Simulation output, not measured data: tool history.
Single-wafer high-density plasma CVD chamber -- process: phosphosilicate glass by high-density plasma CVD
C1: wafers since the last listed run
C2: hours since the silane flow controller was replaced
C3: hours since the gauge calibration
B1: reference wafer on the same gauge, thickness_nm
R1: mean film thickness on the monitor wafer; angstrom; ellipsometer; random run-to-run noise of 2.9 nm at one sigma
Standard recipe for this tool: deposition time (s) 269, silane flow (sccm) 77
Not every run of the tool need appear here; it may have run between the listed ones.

Run 1, hour 0: usual settings but silane flow (sccm) 71; C1 0; C2 4450.9; C3 58.7; B1 2256.717. Result: R1 17726.29 angstrom.
Run 2, hour 13.8: usual settings but silane flow (sccm) 71; C1 76; C2 4464.7; C3 72.5; B1 2256.607. Result: R1 17764.17 angstrom.
Run 3, hour 24.2: usual settings; C1 57; C2 4475.1; C3 82.9; B1 2257.99. Result: R1 19250.74 angstrom.
Run 4, hour 37.1: usual settings; C1 71; C2 4488; C3 95.8; B1 2258.723. Result: R1 19287.55 angstrom.
Run 5, hour 48: usual settings; C1 60; C2 4498.9; C3 106.7; B1 2260.537. Result: R1 19283.7 angstrom.
At hour 70.6: silane flow controller replaced.
Run 6, hour 71.1: usual settings; C1 83; C2 0.5; C3 129.8; B1 2262.553. Result: R1 19300.16 angstrom.
Run 7, hour 76: usual settings; C1 27; C2 5.4; C3 134.7; B1 2262.522. Result: R1 19306.39 angstrom.
At hour 86.5: gauge calibrated.
Run 8, hour 92: usual settings; C1 88; C2 21.4; C3 5.5; B1 2250.718. Result: R1 19205.41 angstrom.
Run 9, hour 102.3: usual settings but deposition time (s) 225, silane flow (sccm) 87; C1 57; C2 31.7; C3 15.8; B1 2253.191. Result: R1 18179.44 angstrom.
Run 10, hour 117.7: usual settings but deposition time (s) 244, silane flow (sccm) 69; C1 85; C2 47.1; C3 31.2; B1 2254.519. Result: R1 15646.01 angstrom.
Run 11, hour 129.3: usual settings but silane flow (sccm) 72; C1 64; C2 58.7; C3 42.8; B1 2255.347. Result: R1 17999.22 angstrom.
Run 12, hour 146.7: usual settings but deposition time (s) 294, silane flow (sccm) 83; C1 96; C2 76.1; C3 60.2; B1 2256.727. Result: R1 22701.57 angstrom.
Run 13, hour 156.5: usual settings but deposition time (s) 304, silane flow (sccm) 85; C1 54; C2 85.9; C3 70; B1 2256.457. Result: R1 23991.34 angstrom.
Run 14, hour 164.1: usual settings; C1 42; C2 93.5; C3 77.6; B1 2257.636. Result: R1 19275.83 angstrom.
Run 15, hour 175.3: usual settings; C1 62; C2 104.7; C3 88.8; B1 2258.211. Result: R1 19328.42 angstrom.
Run 16, hour 193.1: usual settings but deposition time (s) 293, silane flow (sccm) 91; C1 98; C2 122.5; C3 106.6; B1 2261.543. Result: R1 24818.84 angstrom.

Each row is a separate what-if for the run after 16, all from the same tool condition, not one after another. Results?
Run A, hour 193.6: usual settings; C1 2; C2 123; C3 107.1; B1 ?. Result: R1 ?.
Run B, hour 193.6: usual settings but deposition time (s) 218, silane flow (sccm) 87; C1 2; C2 123; C3 107.1; B1 ?. Result: R1 ?.
Run C, hour 193.6: usual settings but deposition time (s) 251, silane flow (sccm) 67; C1 2; C2 123; C3 107.1; B1 ?. Result: R1 ?.
Run D, hour 193.6: usual settings but deposition time (s) 319, silane flow (sccm) 64; C1 2; C2 123; C3 107.1; B1 ?. Result: R1 ?.

run       B1        R1
  A  2261.21  19340.93
  B  2261.21  17709.65
  C  2261.21  15703.01
  D  2261.21   19063.6
The same runs, with their run-to-run variation unchanged, on a tool lacking any hidden condition would have given:
run        R1
  A  19247.16
  B  17623.79
  C  15626.87
  D  18971.18
